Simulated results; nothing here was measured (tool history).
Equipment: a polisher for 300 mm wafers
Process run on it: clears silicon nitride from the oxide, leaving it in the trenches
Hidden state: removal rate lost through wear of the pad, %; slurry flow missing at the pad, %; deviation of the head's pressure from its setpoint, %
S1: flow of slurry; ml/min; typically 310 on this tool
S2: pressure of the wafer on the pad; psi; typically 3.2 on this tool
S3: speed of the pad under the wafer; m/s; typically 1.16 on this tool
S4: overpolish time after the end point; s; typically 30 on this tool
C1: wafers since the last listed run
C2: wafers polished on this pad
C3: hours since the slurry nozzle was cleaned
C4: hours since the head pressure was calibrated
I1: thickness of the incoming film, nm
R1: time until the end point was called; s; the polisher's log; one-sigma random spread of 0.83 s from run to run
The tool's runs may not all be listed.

run,day,S1,S2,S3,S4,C1,C2,C3,C4,I1,R1
1,0.000,310,3.2,1.16,30,0,812,431.9,1217.6,96.0,61.3
2,0.258,310,3.2,1.16,30,59,871,438.1,1223.8,94.5,61.6
# day 0.775: worn pad replaced by a new one
3,0.796,310,3.2,1.16,30,85,4,451.0,1236.7,94.8,58.2
4,1.125,310,3.2,1.16,30,75,80,458.9,1244.6,96.3,59.2
5,1.388,310,3.2,1.16,30,60,140,465.2,1250.9,94.4,58.2
6,1.700,310,3.2,1.16,30,71,212,472.7,1258.4,96.5,58.5
7,1.954,310,3.2,1.16,30,58,270,478.8,1264.5,95.0,59.1
8,2.525,310,3.2,1.16,30,131,401,492.5,1278.2,93.2,57.1
9,3.146,310,3.2,1.16,30,142,544,507.4,1293.1,93.8,58.0
10,3.833,310,3.2,1.16,30,157,702,523.9,1309.6,95.8,60.0
# day 4.117: head pressure recalibrated
# day 5.096: worn pad replaced by a new one
11,5.275,240,2.7,1.16,30,273,40,558.5,27.8,94.6,68.0
12,5.958,310,3.2,1.16,30,156,197,574.9,44.2,95.6,59.2
# day 6.500: slurry nozzle cleaned
13,6.688,310,3.2,1.16,30,157,355,4.5,61.7,93.5,57.2
14,7.308,415,4.1,1.30,37,142,498,19.4,76.6,94.7,43.4
15,7.762,310,3.2,1.16,30,104,602,30.3,87.5,96.3,60.0
16,8.433,310,3.8,1.16,23,154,756,46.4,103.6,96.3,53.2
# day 9.125: worn pad replaced by a new one
17,9.146,310,2.7,0.94,23,125,4,63.5,120.7,95.4,74.4
18,9.371,310,3.2,1.16,30,51,56,68.9,126.1,95.6,56.4
19,10.096,310,3.2,1.16,30,166,222,86.3,143.5,96.3,60.3
20,10.371,270,3.2,0.90,25,63,285,92.9,150.1,94.3,67.7
21,10.875,310,3.2,1.16,23,115,401,105.0,162.2,95.6,58.1
22,11.283,310,4.0,1.16,30,93,495,114.8,172.0,94.8,50.2
23,11.667,310,3.2,1.16,30,88,583,124.0,181.2,94.2,58.9
24,12.167,310,2.8,1.16,30,114,698,136.0,193.2,95.9,67.2

4 ways to go on from here, each from the tool as it stands after run 24. What would each give?
A,12.183,225,3.2,1.16,30,3,702,136.4,193.6,94.9,?
B,12.183,340,2.5,1.28,41,3,702,136.4,193.6,94.9,?
C,12.183,310,3.2,1.16,25,3,702,136.4,193.6,94.9,?
D,12.183,310,3.2,1.16,43,3,702,136.4,193.6,94.9,?

run,R1
A,61.6
B,68.8
C,59.8
D,59.8
Without the tool's unlogged condition, the same runs would have read:
run,R1
A,59.2
B,66.2
C,57.5
D,57.5

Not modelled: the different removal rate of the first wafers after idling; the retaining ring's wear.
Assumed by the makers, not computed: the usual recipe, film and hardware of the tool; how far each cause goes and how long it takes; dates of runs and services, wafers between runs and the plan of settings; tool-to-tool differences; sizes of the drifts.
